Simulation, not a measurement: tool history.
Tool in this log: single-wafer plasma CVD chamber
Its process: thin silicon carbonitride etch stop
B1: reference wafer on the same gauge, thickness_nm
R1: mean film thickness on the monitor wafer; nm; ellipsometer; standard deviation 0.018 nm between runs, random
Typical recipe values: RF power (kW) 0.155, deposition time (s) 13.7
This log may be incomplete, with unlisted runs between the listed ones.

Run 1, hour 0: usual settings but deposition time (s) 15.2; B1 7.407. Result: R1 7.565 nm.
Run 2, hour 67.5: usual settings but deposition time (s) 15.2; B1 7.403. Result: R1 7.567 nm.
Run 3, hour 117.4: usual settings but deposition time (s) 15.2; B1 7.389. Result: R1 7.557 nm.
Run 4, hour 146.5: usual settings but deposition time (s) 15.4; B1 7.387. Result: R1 7.652 nm.
Run 5, hour 206.1: usual settings; B1 7.394. Result: R1 6.796 nm.
Run 6, hour 275: usual settings; B1 7.405. Result: R1 6.818 nm.
Run 7, hour 329: usual settings; B1 7.393. Result: R1 6.796 nm.
At hour 379.2: RF generator calibrated.
Run 8, hour 384.1: usual settings; B1 7.398. Result: R1 6.859 nm.
Run 9, hour 450.2: usual settings; B1 7.395. Result: R1 6.864 nm.
Run 10, hour 486.8: usual settings; B1 7.397. Result: R1 6.914 nm.
Run 11, hour 540.3: usual settings; B1 7.398. Result: R1 6.84 nm.
Run 12, hour 573.9: usual settings; B1 7.414. Result: R1 6.867 nm.
At hour 607: showerhead replaced.
Run 13, hour 618.8: usual settings but deposition time (s) 12.2; B1 7.402. Result: R1 6.132 nm.
At hour 632.8: thermocouple changed; heater temperature recalibrated.
Run 14, hour 678: usual settings but RF power (kW) 0.17, deposition time (s) 11.7; B1 7.401. Result: R1 5.95 nm.
Run 15, hour 735.3: usual settings but RF power (kW) 0.175, deposition time (s) 15.4; B1 7.399. Result: R1 7.864 nm.
Run 16, hour 773.9: usual settings but RF power (kW) 0.18, deposition time (s) 15.1; B1 7.402. Result: R1 7.723 nm.
Run 17, hour 810.9: usual settings but RF power (kW) 0.17, deposition time (s) 15.8; B1 7.394. Result: R1 8.013 nm.
Run 18, hour 848.3: usual settings but RF power (kW) 0.18; B1 7.401. Result: R1 6.989 nm.
At hour 855.1: gauge calibrated.
Run 19, hour 905.7: usual settings but RF power (kW) 0.17, deposition time (s) 11; B1 7.404. Result: R1 5.576 nm.
Run 20, hour 935.8: usual settings but deposition time (s) 15.4; B1 7.394. Result: R1 7.68 nm.
Run 21, hour 1003.4: usual settings but RF power (kW) 0.14, deposition time (s) 15.8; B1 7.408. Result: R1 7.769 nm.
Run 22, hour 1064.3: usual settings; B1 7.405. Result: R1 6.826 nm.
Run 23, hour 1096: usual settings but RF power (kW) 0.125, deposition time (s) 16.4; B1 7.394. Result: R1 7.896 nm.
Run 24, hour 1168: usual settings; B1 7.39. Result: R1 6.79 nm.

Here are 3 independent what-if runs from the current tool condition. What would each one return?
Run A, hour 1168.4: usual settings but deposition time (s) 12.6; B1 ?. Result: R1 ?.
Run B, hour 1168.4: usual settings but RF power (kW) 0.185; B1 ?. Result: R1 ?.
Run C, hour 1168.4: usual settings but deposition time (s) 11.8; B1 ?. Result: R1 ?.

run     B1     R1
  A  7.404  6.238
  B  7.404  6.988
  C  7.404  5.842
With the hidden condition removed and each run's random variation left untouched, the same runs would have given:
run     R1
  A  6.298
  B  7.057
  C  5.899
